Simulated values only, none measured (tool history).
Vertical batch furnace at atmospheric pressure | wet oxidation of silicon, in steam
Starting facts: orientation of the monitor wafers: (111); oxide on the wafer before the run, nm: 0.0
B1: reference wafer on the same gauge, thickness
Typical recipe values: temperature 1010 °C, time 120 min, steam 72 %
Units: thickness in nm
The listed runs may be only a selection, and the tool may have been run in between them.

{"run": 1, "day": 0.0, "temperature": 1010, "time": 120, "steam": 69, "B1": 487.27, "thickness": 580.63}
{"run": 2, "day": 3.738, "temperature": 1005, "time": 120, "steam": 72, "B1": 488.07, "thickness": 575.85}
{"run": 3, "day": 7.75, "temperature": 1005, "time": 120, "steam": 72, "B1": 488.02, "thickness": 577.1}
{"run": 4, "day": 12.058, "temperature": 1010, "time": 120, "steam": 72, "B1": 488.04, "thickness": 584.8}
{"run": 5, "day": 15.962, "temperature": 1010, "time": 120, "steam": 72, "B1": 487.98, "thickness": 584.79}
{"run": 6, "day": 17.958, "temperature": 1010, "time": 120, "steam": 72, "B1": 487.95, "thickness": 587.82}
{"run": 7, "day": 22.208, "temperature": 1010, "time": 120, "steam": 72, "B1": 487.6, "thickness": 582.24}
{"run": 8, "day": 25.675, "temperature": 1010, "time": 120, "steam": 72, "B1": 487.99, "thickness": 578.23}
{"run": 9, "day": 28.146, "temperature": 1010, "time": 120, "steam": 72, "B1": 487.83, "thickness": 581.74}
{"run": 10, "day": 30.946, "temperature": 1010, "time": 120, "steam": 72, "B1": 488.42, "thickness": 577.44}
{"run": 11, "day": 35.388, "temperature": 1010, "time": 120, "steam": 72, "B1": 487.65, "thickness": 579.51}
{"day": 37.958, "done": "gauge calibrated"}
{"run": 12, "day": 37.983, "temperature": 1010, "time": 120, "steam": 72, "B1": 488.09, "thickness": 576.16}
{"run": 13, "day": 40.296, "temperature": 1010, "time": 120, "steam": 72, "B1": 488.02, "thickness": 574.17}
{"day": 47.729, "done": "steam generator serviced"}
{"run": 14, "day": 48.0, "temperature": 1010, "time": 120, "steam": 72, "B1": 488.16, "thickness": 607.14}
{"run": 15, "day": 51.488, "temperature": 1010, "time": 120, "steam": 72, "B1": 487.4, "thickness": 601.71}
{"day": 54.258, "done": "thermocouples replaced and temperature profile calibrated"}
{"run": 16, "day": 54.538, "temperature": 1010, "time": 120, "steam": 72, "B1": 487.87, "thickness": 595.49}
{"run": 17, "day": 57.817, "temperature": 1010, "time": 120, "steam": 72, "B1": 487.7, "thickness": 589.84}
{"run": 18, "day": 60.479, "temperature": 1019, "time": 155.5, "steam": 72, "B1": 488.05, "thickness": 711.04}
{"run": 19, "day": 64.946, "temperature": 1024, "time": 120, "steam": 72, "B1": 487.87, "thickness": 622.73}
{"run": 20, "day": 68.375, "temperature": 1010, "time": 120, "steam": 72, "B1": 488.46, "thickness": 585.16}
{"run": 21, "day": 72.412, "temperature": 1029, "time": 74, "steam": 68, "B1": 488.27, "thickness": 467.71}
{"run": 22, "day": 81.879, "temperature": 1010, "time": 120, "steam": 81, "B1": 488.11, "thickness": 621.06}
{"run": 23, "day": 84.542, "temperature": 995, "time": 105, "steam": 72, "B1": 488.05, "thickness": 493.57}
{"run": 24, "day": 87.467, "temperature": 1026, "time": 70.5, "steam": 61, "B1": 488.39, "thickness": 415.9}
{"run": 25, "day": 90.012, "temperature": 1010, "time": 135, "steam": 80, "B1": 487.73, "thickness": 653.63}
{"run": 26, "day": 93.354, "temperature": 1010, "time": 83, "steam": 72, "B1": 488.53, "thickness": 461.9}
{"day": 96.546, "done": "steam generator serviced"}
{"run": 27, "day": 96.567, "temperature": 1020, "time": 120, "steam": 82, "B1": 487.4, "thickness": 674.48}
{"run": 28, "day": 103.479, "temperature": 989, "time": 87.5, "steam": 82, "B1": 488.19, "thickness": 479.06}
{"run": 29, "day": 105.067, "temperature": 1010, "time": 120, "steam": 72, "B1": 487.77, "thickness": 594.29}
{"run": 30, "day": 109.562, "temperature": 1010, "time": 120, "steam": 72, "B1": 488.09, "thickness": 594.78}
{"run": 31, "day": 113.7, "temperature": 1010, "time": 120, "steam": 72, "B1": 488.12, "thickness": 590.84}
{"run": 32, "day": 116.038, "temperature": 987, "time": 102, "steam": 66, "B1": 488.34, "thickness": 453.7}
{"day": 117.517, "done": "thermocouples replaced and temperature profile calibrated"}
{"run": 33, "day": 118.488, "temperature": 1010, "time": 120, "steam": 60, "B1": 488.04, "thickness": 518.43}
{"run": 34, "day": 121.421, "temperature": 1026, "time": 176.5, "steam": 80, "B1": 488.23, "thickness": 820.86}

Run-by-run hidden state of the tool:
gauge reads high (%): 0, the same for each run
H1: true tube temperature minus thermocouple reading, K
H2: steam share off its setpoint, % of the setpoint
run=1 H1=0.408 H2=-1.12
run=2 H1=0.453 H2=-1.7
run=3 H1=0.536 H2=-2.33
run=4 H1=0.665 H2=-3
run=5 H1=0.817 H2=-3.61
run=6 H1=0.907 H2=-3.92
run=7 H1=1.13 H2=-4.58
run=8 H1=1.34 H2=-5.13
run=9 H1=1.51 H2=-5.51
run=10 H1=1.71 H2=-5.95
run=11 H1=2.08 H2=-6.64
run=12 H1=2.31 H2=-7.05
run=13 H1=2.53 H2=-7.41
run=14 H1=3.34 H2=-0.242
run=15 H1=3.75 H2=-0.786
run=16 H1=0.857 H2=-1.26
run=17 H1=0.87 H2=-1.77
run=18 H1=0.899 H2=-2.19
run=19 H1=0.983 H2=-2.89
run=20 H1=1.08 H2=-3.42
run=21 H1=1.22 H2=-4.05
run=22 H1=1.7 H2=-5.53
run=23 H1=1.87 H2=-5.95
run=24 H1=2.08 H2=-6.41
run=25 H1=2.27 H2=-6.8
run=26 H1=2.55 H2=-7.32
run=27 H1=2.84 H2=-1.29
run=28 H1=3.54 H2=-2.37
run=29 H1=3.72 H2=-2.62
run=30 H1=4.25 H2=-3.32
run=31 H1=4.77 H2=-3.97
run=32 H1=5.09 H2=-4.33
run=33 H1=0.15 H2=-4.72
run=34 H1=0.166 H2=-5.17
